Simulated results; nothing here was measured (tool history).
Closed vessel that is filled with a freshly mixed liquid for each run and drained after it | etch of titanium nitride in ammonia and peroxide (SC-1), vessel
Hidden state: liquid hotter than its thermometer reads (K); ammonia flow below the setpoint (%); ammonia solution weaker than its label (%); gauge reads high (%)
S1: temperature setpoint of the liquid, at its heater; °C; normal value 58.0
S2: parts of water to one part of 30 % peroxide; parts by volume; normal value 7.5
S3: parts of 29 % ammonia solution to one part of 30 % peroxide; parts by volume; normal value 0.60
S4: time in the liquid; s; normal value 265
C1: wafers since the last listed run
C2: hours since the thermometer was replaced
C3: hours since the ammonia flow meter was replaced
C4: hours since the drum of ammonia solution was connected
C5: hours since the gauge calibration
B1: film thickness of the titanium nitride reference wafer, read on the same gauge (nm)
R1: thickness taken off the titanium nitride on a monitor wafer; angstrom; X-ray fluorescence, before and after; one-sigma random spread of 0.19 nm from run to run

run,day,S1,S2,S3,S4,C1,C2,C3,C4,C5,B1,R1
1,0.000,58.0,6.0,0.75,265,0,946.8,842.0,640.7,69.2,90.00,319.7
2,0.612,58.0,6.0,0.75,265,1708,961.5,856.7,655.4,83.9,90.03,320.7
3,1.542,65.5,7.5,0.60,265,2591,983.8,879.0,677.7,106.2,89.98,451.5
4,2.950,58.0,7.5,0.60,265,3928,1017.6,912.8,711.5,140.0,90.02,277.3
5,3.738,58.0,7.5,0.70,265,2196,1036.5,931.7,730.4,158.9,90.01,287.8
6,4.329,58.0,7.5,0.70,265,1650,1050.7,945.9,744.6,173.1,90.01,290.2
7,5.188,58.0,7.5,0.40,265,2394,1071.3,966.5,765.2,193.7,90.01,263.1
# day 5.558: new drum of ammonia solution connected
# day 5.888: ammonia flow meter replaced
8,6.667,58.0,10.5,0.85,265,3893,1106.8,18.7,26.6,229.2,90.01,250.4
9,7.625,58.0,7.5,0.40,380,2673,1129.8,41.7,49.6,252.2,90.02,382.5
# day 8.175: gauge calibrated
10,8.796,58.0,7.5,0.60,420,3265,1157.9,69.8,77.7,14.9,90.00,450.0
# day 9.196: thermometer replaced
11,9.808,53.0,7.5,0.60,325,2708,14.7,94.1,102.0,39.2,90.00,225.2
12,12.954,58.0,7.5,0.60,265,8775,90.2,169.6,177.5,114.7,90.02,257.9
13,14.350,60.5,7.5,0.50,155,3893,123.7,203.1,211.0,148.2,90.00,174.2
14,14.892,58.0,7.5,0.60,265,1510,136.7,216.1,224.0,161.2,90.01,260.5
15,15.483,58.0,7.5,0.75,360,1650,150.9,230.3,238.2,175.4,90.00,369.0

What if the next run were any one of these 3? Each begins from the tool's condition after run 15:
A,15.512,58.0,7.5,0.60,265,81,151.6,231.0,238.9,176.1,?,?
B,15.512,66.0,5.5,0.85,310,81,151.6,231.0,238.9,176.1,?,?
C,15.512,63.0,9.0,0.60,265,81,151.6,231.0,238.9,176.1,?,?

run,B1,R1
A,89.99,256.1
B,89.99,612.6
C,89.99,323.9
Had the tool no hidden state, the same runs would have come out as:
run,R1
A,251.3
B,601.5
C,317.9
